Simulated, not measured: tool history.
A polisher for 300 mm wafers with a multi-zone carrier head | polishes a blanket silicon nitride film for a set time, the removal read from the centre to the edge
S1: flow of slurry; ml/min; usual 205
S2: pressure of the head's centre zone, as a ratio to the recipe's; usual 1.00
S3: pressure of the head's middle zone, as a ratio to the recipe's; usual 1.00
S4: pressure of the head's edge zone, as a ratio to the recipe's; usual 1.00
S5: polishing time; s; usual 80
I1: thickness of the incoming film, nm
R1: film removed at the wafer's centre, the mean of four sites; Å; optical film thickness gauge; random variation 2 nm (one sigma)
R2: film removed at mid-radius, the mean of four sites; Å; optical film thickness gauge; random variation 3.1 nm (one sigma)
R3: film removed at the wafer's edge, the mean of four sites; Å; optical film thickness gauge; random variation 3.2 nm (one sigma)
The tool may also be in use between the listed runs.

run    hour   S1    S2    S3    S4  S5     I1    R1    R2    R3
  1     0.0  160  1.00  0.97  1.00  80  761.0  2398  2335  2363
  2    58.7  160  1.00  0.97  1.00  80  770.7  2401  2314  2328
  3   127.7  205  1.00  1.00  1.00  99  770.0  3168  3087  3077
  4   189.5  205  1.00  1.00  1.00  80  750.1  2525  2446  2433
      235.8  -- worn pad replaced by a new one
  5   245.3  205  1.00  1.00  1.00  80  757.0  2500  2434  2525
  6   272.5  205  1.04  1.00  1.00  80  758.1  2649  2483  2458
  7   342.2  205  1.04  1.00  1.00  80  752.4  2639  2449  2505
      370.5  -- slurry nozzle cleaned
  8   385.3  205  1.04  1.00  1.00  80  758.2  2629  2499  2452
  9   428.1  205  1.00  1.05  1.00  80  762.8  2509  2565  2503
 10   468.7  170  1.00  1.00  1.00  67  760.7  2007  1980  2039
      505.8  -- worn pad replaced by a new one
      525.4  -- carrier head's membrane replaced by a new one
 11   528.5  205  1.00  1.00  1.00  80  769.2  2508  2437  2482
 12   567.0  145  1.00  1.00  1.00  80  764.2  2364  2293  2374
      669.5  -- centre zone pressure recalibrated
 13   708.7  205  0.95  1.00  1.04  80  750.1  2406  2539  2544
 14   747.5  175  1.00  1.09  1.00  73  750.9  2247  2292  2185
      767.3  -- worn pad replaced by a new one
 15   789.3  240  1.00  1.00  0.89  62  767.8  2015  1971  1859
      817.7  -- edge zone pressure recalibrated
 16   852.4  205  1.00  1.00  1.00  80  760.8  2545  2449  2501
 17   893.5  225  1.00  1.00  1.00  96  765.7  3091  3048  3023
 18   920.9  160  1.00  0.97  1.00  80  742.5  2432  2318  2373
 19   986.0  205  1.00  1.00  1.00  80  760.8  2549  2441  2464
     1010.0  -- worn pad replaced by a new one
 20  1011.6  205  1.03  1.00  1.00  80  757.4  2602  2493  2457
 21  1074.8  205  1.11  1.00  1.00  63  746.9  2220  1913  1917
     1087.0  -- slurry nozzle cleaned
 22  1129.2  205  1.00  1.00  1.00  65  756.3  2059  2040  1970

The tool's hidden state at each run:
removal rate lost through wear of the pad, %: 0 in every run
slurry flow missing at the pad, %: 0 in every run
deviation of the centre zone's pressure from its setpoint, %: 0 in every run
deviation of the edge zone's pressure from its setpoint, %: 0 in every run

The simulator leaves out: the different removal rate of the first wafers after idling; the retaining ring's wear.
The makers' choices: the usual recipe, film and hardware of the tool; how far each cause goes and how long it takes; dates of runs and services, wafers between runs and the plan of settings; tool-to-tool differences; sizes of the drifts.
